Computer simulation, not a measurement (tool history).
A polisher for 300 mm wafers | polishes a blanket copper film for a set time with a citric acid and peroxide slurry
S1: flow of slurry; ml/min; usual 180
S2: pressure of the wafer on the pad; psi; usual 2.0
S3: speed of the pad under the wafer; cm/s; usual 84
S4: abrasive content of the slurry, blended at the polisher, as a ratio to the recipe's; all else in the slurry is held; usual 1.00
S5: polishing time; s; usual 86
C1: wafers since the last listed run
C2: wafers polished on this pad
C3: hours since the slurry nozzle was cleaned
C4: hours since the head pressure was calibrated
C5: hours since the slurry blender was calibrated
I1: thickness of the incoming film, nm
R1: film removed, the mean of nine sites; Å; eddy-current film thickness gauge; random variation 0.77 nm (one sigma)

run 1 hour=0.0 | S1=180 S2=2.0 S3=84 S4=1.00 S5=86 | C1=0 C2=645 C3=73.3 C4=869.0 C5=266.7 | I1=1189.5 | R1=967
-- hour=36.8 worn pad replaced by a new one
run 2 hour=41.3 | S1=180 S2=2.0 S3=84 S4=1.00 S5=86 | C1=215 C2=26 C3=114.6 C4=910.3 C5=308.0 | I1=1193.8 | R1=967
-- hour=94.0 slurry blender recalibrated
run 3 hour=102.7 | S1=180 S2=2.0 S3=84 S4=1.00 S5=86 | C1=343 C2=369 C3=176.0 C4=971.7 C5=8.7 | I1=1187.6 | R1=939
-- hour=169.2 worn pad replaced by a new one
run 4 hour=169.7 | S1=180 S2=2.0 S3=84 S4=1.00 S5=86 | C1=363 C2=2 C3=243.0 C4=1038.7 C5=75.7 | I1=1181.9 | R1=951
run 5 hour=223.1 | S1=180 S2=2.3 S3=84 S4=0.80 S5=86 | C1=308 C2=311 C3=296.4 C4=1092.1 C5=129.1 | I1=1176.4 | R1=985
run 6 hour=257.0 | S1=180 S2=2.0 S3=84 S4=1.00 S5=86 | C1=195 C2=507 C3=330.3 C4=1126.0 C5=163.0 | I1=1174.9 | R1=957
run 7 hour=281.1 | S1=180 S2=2.0 S3=84 S4=1.00 S5=86 | C1=139 C2=646 C3=354.4 C4=1150.1 C5=187.1 | I1=1213.0 | R1=956
-- hour=290.8 worn pad replaced by a new one
run 8 hour=333.9 | S1=180 S2=2.0 S3=84 S4=0.75 S5=86 | C1=281 C2=249 C3=407.2 C4=1202.9 C5=239.9 | I1=1178.1 | R1=887
-- hour=337.7 head pressure recalibrated
run 9 hour=404.2 | S1=120 S2=1.5 S3=84 S4=0.90 S5=108 | C1=394 C2=643 C3=477.5 C4=66.5 C5=310.2 | I1=1203.5 | R1=932
-- hour=434.4 worn pad replaced by a new one
run 10 hour=435.1 | S1=180 S2=2.3 S3=84 S4=0.80 S5=86 | C1=155 C2=4 C3=508.4 C4=97.4 C5=341.1 | I1=1182.9 | R1=993
-- hour=449.6 slurry nozzle cleaned
run 11 hour=470.7 | S1=125 S2=1.4 S3=108 S4=1.00 S5=105 | C1=199 C2=203 C3=21.1 C4=133.0 C5=376.7 | I1=1181.0 | R1=1142
-- hour=498.7 slurry blender recalibrated
run 12 hour=512.2 | S1=180 S2=2.0 S3=66 S4=1.00 S5=86 | C1=228 C2=432 C3=62.6 C4=174.5 C5=13.5 | I1=1200.6 | R1=754
-- hour=566.6 worn pad replaced by a new one
run 13 hour=582.4 | S1=115 S2=2.0 S3=84 S4=1.00 S5=66 | C1=382 C2=91 C3=132.8 C4=244.7 C5=83.7 | I1=1180.2 | R1=664
run 14 hour=622.2 | S1=135 S2=1.5 S3=70 S4=1.00 S5=86 | C1=229 C2=321 C3=172.6 C4=284.5 C5=123.5 | I1=1190.5 | R1=644
run 15 hour=654.2 | S1=180 S2=2.0 S3=84 S4=1.00 S5=86 | C1=184 C2=506 C3=204.6 C4=316.5 C5=155.5 | I1=1194.3 | R1=948

4 ways to go on from here, each from the tool as it stands after run 15. What would each give?
run A hour=654.7 | S1=180 S2=2.0 S3=84 S4=1.00 S5=86 | C1=2 C2=508 C3=205.1 C4=317.0 C5=156.0 | I1=1181.6 | R1=?
run B hour=654.7 | S1=160 S2=2.3 S3=84 S4=0.70 S5=86 | C1=2 C2=508 C3=205.1 C4=317.0 C5=156.0 | I1=1181.6 | R1=?
run C hour=654.7 | S1=180 S2=2.0 S3=84 S4=1.00 S5=97 | C1=2 C2=508 C3=205.1 C4=317.0 C5=156.0 | I1=1181.6 | R1=?
run D hour=654.7 | S1=180 S2=1.8 S3=84 S4=1.00 S5=86 | C1=2 C2=508 C3=205.1 C4=317.0 C5=156.0 | I1=1181.6 | R1=?

run=A R1=949
run=B R1=941
run=C R1=1070
run=D R1=894
Without the tool's hidden state the same runs would have given:
run=A R1=949
run=B R1=941
run=C R1=1070
run=D R1=894
